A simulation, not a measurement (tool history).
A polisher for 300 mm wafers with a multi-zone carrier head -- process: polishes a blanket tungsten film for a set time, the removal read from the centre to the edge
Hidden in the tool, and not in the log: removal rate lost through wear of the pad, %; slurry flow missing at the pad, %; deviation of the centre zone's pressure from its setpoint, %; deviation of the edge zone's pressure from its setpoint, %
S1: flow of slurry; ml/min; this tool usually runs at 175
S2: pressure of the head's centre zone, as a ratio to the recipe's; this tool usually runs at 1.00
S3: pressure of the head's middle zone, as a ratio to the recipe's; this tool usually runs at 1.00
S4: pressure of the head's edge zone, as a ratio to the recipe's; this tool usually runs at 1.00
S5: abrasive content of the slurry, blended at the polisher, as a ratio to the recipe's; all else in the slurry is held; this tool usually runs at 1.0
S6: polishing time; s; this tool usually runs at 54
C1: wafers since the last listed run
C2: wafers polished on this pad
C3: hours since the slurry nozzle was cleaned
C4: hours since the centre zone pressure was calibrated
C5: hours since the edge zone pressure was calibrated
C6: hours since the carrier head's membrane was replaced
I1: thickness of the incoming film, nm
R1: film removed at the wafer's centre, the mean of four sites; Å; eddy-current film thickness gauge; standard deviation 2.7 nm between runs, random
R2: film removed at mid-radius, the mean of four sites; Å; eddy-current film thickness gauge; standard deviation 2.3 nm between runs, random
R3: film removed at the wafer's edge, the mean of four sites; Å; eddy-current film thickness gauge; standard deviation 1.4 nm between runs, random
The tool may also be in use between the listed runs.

run 1 day=0.000 | S1=175 S2=1.00 S3=1.00 S4=1.00 S5=1.0 S6=54 | C1=0 C2=295 C3=616.3 C4=637.5 C5=250.8 C6=835.0 | I1=949.7 | R1=2047 R2=2157 R3=2140
run 2 day=0.354 | S1=175 S2=1.00 S3=1.00 S4=1.00 S5=1.0 S6=54 | C1=97 C2=393 C3=624.8 C4=646.0 C5=259.3 C6=843.5 | I1=921.2 | R1=2004 R2=2182 R3=2115
-- day=0.483 centre zone pressure recalibrated
run 3 day=0.758 | S1=175 S2=1.00 S3=1.00 S4=1.00 S5=1.0 S6=54 | C1=88 C2=481 C3=634.5 C4=6.6 C5=269.0 C6=853.2 | I1=914.7 | R1=1921 R2=2195 R3=2133
run 4 day=1.217 | S1=175 S2=1.00 S3=1.00 S4=1.00 S5=1.0 S6=54 | C1=126 C2=607 C3=645.5 C4=17.6 C5=280.0 C6=864.2 | I1=939.2 | R1=1929 R2=2186 R3=2122
run 5 day=1.800 | S1=200 S2=1.00 S3=1.00 S4=1.00 S5=1.0 S6=54 | C1=160 C2=768 C3=659.5 C4=31.6 C5=294.0 C6=878.2 | I1=918.4 | R1=1922 R2=2203 R3=2135
-- day=2.008 worn pad replaced by a new one
run 6 day=2.196 | S1=175 S2=0.92 S3=0.91 S4=1.00 S5=1.0 S6=54 | C1=63 C2=51 C3=669.0 C4=41.1 C5=303.5 C6=887.7 | I1=929.9 | R1=1741 R2=2005 R3=2111
-- day=2.400 centre zone pressure recalibrated, repeated, since the last time left the tool worse
run 7 day=2.896 | S1=175 S2=1.00 S3=1.00 S4=0.88 S5=1.0 S6=54 | C1=169 C2=220 C3=685.8 C4=11.9 C5=320.3 C6=904.5 | I1=917.2 | R1=2125 R2=2157 R3=1998
run 8 day=3.521 | S1=175 S2=1.00 S3=1.00 S4=1.00 S5=1.0 S6=54 | C1=171 C2=392 C3=700.8 C4=26.9 C5=335.3 C6=919.5 | I1=939.1 | R1=2181 R2=2189 R3=2112
run 9 day=3.862 | S1=175 S2=1.00 S3=1.00 S4=1.00 S5=1.0 S6=54 | C1=94 C2=486 C3=709.0 C4=35.1 C5=343.5 C6=927.7 | I1=935.7 | R1=2204 R2=2137 R3=2100
-- day=4.812 slurry nozzle cleaned
run 10 day=4.833 | S1=135 S2=1.11 S3=1.11 S4=1.00 S5=0.9 S6=54 | C1=255 C2=742 C3=0.5 C4=58.4 C5=366.8 C6=951.0 | I1=923.9 | R1=2273 R2=2198 R3=2027
-- day=5.008 worn pad replaced by a new one
run 11 day=5.521 | S1=175 S2=1.11 S3=1.00 S4=1.00 S5=1.0 S6=54 | C1=143 C2=141 C3=17.0 C4=74.9 C5=383.3 C6=967.5 | I1=923.9 | R1=2358 R2=2167 R3=2135
-- day=5.958 edge zone pressure recalibrated
-- day=5.983 carrier head's membrane replaced by a new one
run 12 day=6.004 | S1=175 S2=1.00 S3=0.92 S4=1.00 S5=1.0 S6=54 | C1=103 C2=245 C3=28.6 C4=86.5 C5=1.1 C6=0.5 | I1=927.5 | R1=2137 R2=2051 R3=2087
run 13 day=6.554 | S1=175 S2=1.00 S3=1.00 S4=1.00 S5=1.0 S6=54 | C1=151 C2=396 C3=41.8 C4=99.7 C5=14.3 C6=13.7 | I1=921.9 | R1=2151 R2=2176 R3=2135
run 14 day=6.850 | S1=175 S2=1.11 S3=0.95 S4=1.00 S5=1.1 S6=54 | C1=81 C2=477 C3=48.9 C4=106.8 C5=21.4 C6=20.8 | I1=944.4 | R1=2461 R2=2192 R3=2186
run 15 day=7.117 | S1=175 S2=0.95 S3=1.00 S4=1.00 S5=1.0 S6=63 | C1=73 C2=551 C3=55.3 C4=113.2 C5=27.8 C6=27.2 | I1=930.1 | R1=2389 R2=2540 R3=2443
run 16 day=7.450 | S1=175 S2=1.00 S3=1.00 S4=0.91 S5=1.0 S6=40 | C1=91 C2=642 C3=63.3 C4=121.2 C5=35.8 C6=35.2 | I1=934.6 | R1=1543 R2=1623 R3=1500
-- day=8.050 worn pad replaced by a new one
run 17 day=8.071 | S1=175 S2=1.00 S3=1.00 S4=1.00 S5=1.0 S6=54 | C1=124 C2=5 C3=78.2 C4=136.1 C5=50.7 C6=50.1 | I1=939.3 | R1=2105 R2=2157 R3=2111
run 18 day=8.404 | S1=175 S2=1.00 S3=1.00 S4=1.00 S5=1.0 S6=54 | C1=91 C2=97 C3=86.2 C4=144.1 C5=58.7 C6=58.1 | I1=948.0 | R1=2116 R2=2155 R3=2104
run 19 day=9.088 | S1=155 S2=1.00 S3=1.00 S4=1.06 S5=1.0 S6=54 | C1=188 C2=285 C3=102.6 C4=160.5 C5=75.1 C6=74.5 | I1=919.2 | R1=2081 R2=2127 R3=2165
run 20 day=9.504 | S1=175 S2=1.00 S3=1.00 S4=1.06 S5=1.0 S6=42 | C1=114 C2=399 C3=112.6 C4=170.5 C5=85.1 C6=84.5 | I1=918.9 | R1=1694 R2=1698 R3=1708

Entry by entry between the runs, the difference in hidden state between the last listed run before and the first listed run after:
Runs 2 to 3: centre zone pressure recalibrated (day 0.483)
  deviation of the centre zone's pressure from its setpoint, %: -9.09 -> -14.4
  measured less the result without the state, R1: -180 -> -287 Å
Runs 5 to 6: worn pad replaced by a new one (day 2.008)
  deviation of the centre zone's pressure from its setpoint, %: -15.2 -> -15.5
  measured less the result without the state, R1: -306 -> -286 Å
Runs 6 to 7: centre zone pressure recalibrated, repeated, since the last time left the tool worse (day 2.400)
  deviation of the centre zone's pressure from its setpoint, %: -15.5 -> -0.805
  measured less the result without the state, R1: -286 -> -15 Å
Runs 9 to 10: slurry nozzle cleaned (day 4.812)
  deviation of the centre zone's pressure from its setpoint, %: -1.53 -> -2.2
  measured less the result without the state, R1: -31 -> -46 Å
Runs 10 to 11: worn pad replaced by a new one (day 5.008)
  deviation of the centre zone's pressure from its setpoint, %: -2.2 -> -2.64
  measured less the result without the state, R1: -46 -> -58 Å
Runs 11 to 12: edge zone pressure recalibrated (day 5.958); carrier head's membrane replaced by a new one (day 5.983)
  deviation of the centre zone's pressure from its setpoint, %: -2.64 -> -2.92
  measured less the result without the state, R1: -58 -> -58 Å
Runs 16 to 17: worn pad replaced by a new one (day 8.050)
  deviation of the centre zone's pressure from its setpoint, %: -3.71 -> -4.02
  measured less the result without the state, R1: -53 -> -80 Å
